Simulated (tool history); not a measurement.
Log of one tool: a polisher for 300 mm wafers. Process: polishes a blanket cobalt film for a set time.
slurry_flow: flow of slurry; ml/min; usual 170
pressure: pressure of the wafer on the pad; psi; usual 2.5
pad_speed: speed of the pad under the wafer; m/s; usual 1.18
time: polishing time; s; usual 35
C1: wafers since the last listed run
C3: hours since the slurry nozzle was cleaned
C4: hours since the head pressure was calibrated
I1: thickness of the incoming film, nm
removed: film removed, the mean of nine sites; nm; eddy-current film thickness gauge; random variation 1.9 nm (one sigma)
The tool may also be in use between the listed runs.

{"run": 1, "hour": 0.0, "slurry_flow": 170, "pressure": 2.5, "pad_speed": 0.9, "time": 35, "C1": 0, "wafers polished on this pad": 1017, "C3": 339.3, "C4": 955.4, "I1": 717.0, "removed": 218.2}
{"hour": 17.5, "done": "worn pad replaced by a new one"}
{"run": 2, "hour": 26.4, "slurry_flow": 170, "pressure": 2.5, "pad_speed": 0.9, "time": 35, "C1": 247, "wafers polished on this pad": 98, "C3": 365.7, "C4": 981.8, "I1": 721.4, "removed": 215.3}
{"run": 3, "hour": 42.6, "slurry_flow": 200, "pressure": 2.5, "pad_speed": 1.18, "time": 35, "C1": 179, "wafers polished on this pad": 278, "C3": 381.9, "C4": 998.0, "I1": 731.0, "removed": 294.0}
{"run": 4, "hour": 56.2, "slurry_flow": 200, "pressure": 2.5, "pad_speed": 1.18, "time": 35, "C1": 150, "wafers polished on this pad": 428, "C3": 395.5, "C4": 1011.6, "I1": 730.4, "removed": 292.5}
{"run": 5, "hour": 83.5, "slurry_flow": 170, "pressure": 2.5, "pad_speed": 1.18, "time": 35, "C1": 301, "wafers polished on this pad": 730, "C3": 422.8, "C4": 1038.9, "I1": 721.1, "removed": 285.5}
{"run": 6, "hour": 97.6, "slurry_flow": 170, "pressure": 2.5, "pad_speed": 1.18, "time": 35, "C1": 155, "wafers polished on this pad": 886, "C3": 436.9, "C4": 1053.0, "I1": 737.4, "removed": 286.8}
{"hour": 118.2, "done": "worn pad replaced by a new one"}
{"run": 7, "hour": 128.6, "slurry_flow": 170, "pressure": 2.5, "pad_speed": 1.18, "time": 35, "C1": 298, "wafers polished on this pad": 115, "C3": 467.9, "C4": 1084.0, "I1": 737.5, "removed": 286.1}
{"run": 8, "hour": 160.6, "slurry_flow": 170, "pressure": 2.5, "pad_speed": 1.44, "time": 35, "C1": 353, "wafers polished on this pad": 468, "C3": 499.9, "C4": 1116.0, "I1": 747.3, "removed": 347.6}
{"run": 9, "hour": 176.1, "slurry_flow": 170, "pressure": 2.5, "pad_speed": 1.44, "time": 35, "C1": 171, "wafers polished on this pad": 640, "C3": 515.4, "C4": 1131.5, "I1": 723.7, "removed": 350.7}
{"hour": 205.3, "done": "worn pad replaced by a new one"}
{"run": 10, "hour": 207.0, "slurry_flow": 170, "pressure": 2.5, "pad_speed": 1.44, "time": 35, "C1": 297, "wafers polished on this pad": 19, "C3": 546.3, "C4": 1162.4, "I1": 728.6, "removed": 350.4}
{"run": 11, "hour": 220.0, "slurry_flow": 170, "pressure": 2.0, "pad_speed": 1.18, "time": 35, "C1": 143, "wafers polished on this pad": 163, "C3": 559.3, "C4": 1175.4, "I1": 719.1, "removed": 239.9}
{"hour": 222.7, "done": "head pressure recalibrated"}
{"run": 12, "hour": 238.4, "slurry_flow": 115, "pressure": 2.5, "pad_speed": 1.18, "time": 35, "C1": 181, "wafers polished on this pad": 344, "C3": 577.7, "C4": 15.7, "I1": 743.0, "removed": 266.7}
{"run": 13, "hour": 256.9, "slurry_flow": 170, "pressure": 2.2, "pad_speed": 1.36, "time": 27, "C1": 204, "wafers polished on this pad": 549, "C3": 596.2, "C4": 34.2, "I1": 736.6, "removed": 229.8}
{"run": 14, "hour": 279.7, "slurry_flow": 115, "pressure": 2.5, "pad_speed": 1.18, "time": 35, "C1": 252, "wafers polished on this pad": 801, "C3": 619.0, "C4": 57.0, "I1": 736.6, "removed": 262.5}
{"hour": 311.8, "done": "worn pad replaced by a new one"}
{"run": 15, "hour": 312.3, "slurry_flow": 170, "pressure": 2.7, "pad_speed": 1.18, "time": 35, "C1": 316, "wafers polished on this pad": 5, "C3": 651.6, "C4": 89.6, "I1": 722.5, "removed": 305.1}
{"hour": 344.2, "done": "slurry nozzle cleaned"}
{"run": 16, "hour": 344.7, "slurry_flow": 220, "pressure": 3.0, "pad_speed": 1.46, "time": 35, "C1": 347, "wafers polished on this pad": 352, "C3": 0.5, "C4": 122.0, "I1": 727.5, "removed": 426.8}
{"run": 17, "hour": 366.1, "slurry_flow": 170, "pressure": 2.5, "pad_speed": 1.04, "time": 25, "C1": 236, "wafers polished on this pad": 589, "C3": 21.9, "C4": 143.4, "I1": 713.3, "removed": 181.0}

The next listed run, before its measurement:
{"run": 18, "hour": 394.2, "slurry_flow": 170, "pressure": 3.4, "pad_speed": 1.4, "time": 35, "C1": 310, "wafers polished on this pad": 900, "C3": 50.0, "C4": 171.5, "I1": 726.2, "removed": "?"}

removed: 440.5 nm
Without the tool's hidden state the same run would have given removed 440.5 nm.
